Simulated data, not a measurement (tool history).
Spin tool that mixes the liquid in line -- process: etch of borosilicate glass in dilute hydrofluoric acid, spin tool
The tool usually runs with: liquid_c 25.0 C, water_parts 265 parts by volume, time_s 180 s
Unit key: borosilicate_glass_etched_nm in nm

run	hour	liquid_c	water_parts	time_s	read-back film thickness of the borosilicate glass reference wafer, read on the same gauge (nm)	borosilicate_glass_etched_nm
1	0.0	25.0	265	180	136.83	11.79
2	36.0	25.0	265	120	137.04	7.78
3	100.0	25.0	265	120	137.26	7.83
4	165.2	25.0	265	120	137.55	7.93
5	217.3	25.0	265	240	137.83	15.90
6	258.3	25.0	265	240	137.95	15.88
7	304.2	25.0	265	240	138.12	15.63
8	346.5	25.0	265	220	138.30	14.43
9	378.8	25.0	265	220	138.50	14.44
10	423.3	25.0	265	220	138.62	14.29
11	461.9	25.0	265	150	138.88	9.92
12	488.9	25.0	265	150	138.92	10.03
13	545.2	25.0	265	150	129.00	9.33
14	634.5	25.0	380	180	129.36	6.81
15	678.2	22.0	265	180	129.55	9.91
16	744.4	25.0	170	140	129.90	15.00
17	768.5	28.5	265	120	129.94	8.51
18	811.3	23.5	265	145	130.10	8.64
19	847.0	26.5	200	80	130.28	7.52
20	906.4	22.0	310	90	130.58	4.16
21	938.2	26.5	265	180	130.69	11.92
22	966.8	26.5	145	245	130.76	33.74
23	1001.9	21.0	215	285	130.90	20.05
24	1066.1	25.0	265	180	131.25	11.31
25	1123.3	25.0	265	180	131.42	11.20
26	1191.9	25.0	265	180	131.74	11.43
27	1238.5	28.0	355	100	131.92	4.77
28	1279.7	25.0	265	90	132.11	5.70
29	1321.3	20.5	265	110	132.31	5.92
30	1380.4	25.0	195	225	132.54	21.12
31	1439.2	25.0	265	120	132.78	7.69
32	1556.9	23.5	305	245	133.27	12.32

Removed from this log: 4 entries logged between the listed runs. Between which two listed runs does each belong, and how does the tool's hidden state at the listed run before it compare with that at the listed run after it?
From run 11 to run 12: thermometer replaced (hour 476.8)
  gauge reads high (%): 6.8 -> 6.89
  difference, measured minus the result without the unlogged condition, borosilicate_glass_etched_nm: +0.63 -> +0.64 nm
From run 12 to run 13: gauge calibrated (hour 501.3)
  gauge reads high (%): 6.89 -> -0.787
  difference, measured minus the result without the unlogged condition, borosilicate_glass_etched_nm: +0.64 -> -0.08 nm
From run 15 to run 16: hydrofluoric acid flow meter replaced (hour 697.0)
  gauge reads high (%): -0.35 -> -0.133
  difference, measured minus the result without the unlogged condition, borosilicate_glass_etched_nm: -0.03 -> -0.02 nm
From run 27 to run 28: thermometer replaced (hour 1264.0)
  gauge reads high (%): 1.49 -> 1.62
  difference, measured minus the result without the unlogged condition, borosilicate_glass_etched_nm: +0.07 -> +0.09 nm

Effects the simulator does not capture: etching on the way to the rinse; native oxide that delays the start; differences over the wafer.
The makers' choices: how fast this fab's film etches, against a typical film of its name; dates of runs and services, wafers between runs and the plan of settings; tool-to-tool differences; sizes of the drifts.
